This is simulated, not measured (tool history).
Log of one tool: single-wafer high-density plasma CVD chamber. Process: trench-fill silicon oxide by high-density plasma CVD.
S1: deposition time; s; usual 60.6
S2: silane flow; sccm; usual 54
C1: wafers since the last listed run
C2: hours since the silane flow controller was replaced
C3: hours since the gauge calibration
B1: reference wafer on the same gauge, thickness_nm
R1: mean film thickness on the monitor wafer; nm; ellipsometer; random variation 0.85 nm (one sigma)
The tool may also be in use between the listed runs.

run	day	S1	S2	C1	C2	C3	B1	R1
1	0	60.6	59	0	1425.4	56.4	326.908	352.706
2	1.512	60.6	54	617	1461.7	92.7	326.821	334.484
3	3.2	60.6	54	688	1502.2	133.2	326.92	335.398
4	5.55	52.7	54	959	1558.6	189.6	326.89	291.919
5	13.317	60.6	57	3170	1745	376	326.939	348.619
6	16.638	60.6	57	1355	1824.7	455.7	326.958	350.805
7	18.238	60.6	57	653	1863.1	494.1	327.053	349.749
8	20.533	60.6	51	937	1918.2	549.2	327.097	326.534
9	23.571	60.6	51	1239	1991.1	622.1	327.062	325.997
10	27.175	60.6	51	1471	2077.6	708.6	326.573	327.539
11	30.6	60.6	54	1397	2159.8	790.8	326.897	339.442
12	32.221	60.6	54	661	2198.7	829.7	326.715	340.471
13	33.842	53.9	54	661	2237.6	868.6	326.94	304.117
14	35.821	65.9	54	807	2285.1	916.1	326.916	369.486
15	40.229	69.7	54	1799	2390.9	1021.9	326.968	392.937
16	43.404	69.7	54	1295	2467.1	1098.1	327.139	395.282
# day 49.429: silane flow controller replaced
# day 51.125: gauge calibrated
17	55.562	72.4	64	4826	147.2	106.5	326.715	438.984
18	59.283	69	54	1518	236.5	195.8	326.8	375.046
19	63.617	56.3	44	1768	340.5	299.8	327.462	271.584
20	67.988	67.2	54	1784	445.4	404.7	327.215	365.884

The next listed run, before its measurement:
21	71.183	54.7	51	1304	522.1	481.4	?	?

{"run 21": {"B1": 326.944, "R1": 288.162}}
Without the tool's hidden state the same run would have given R1 287.888 nm.
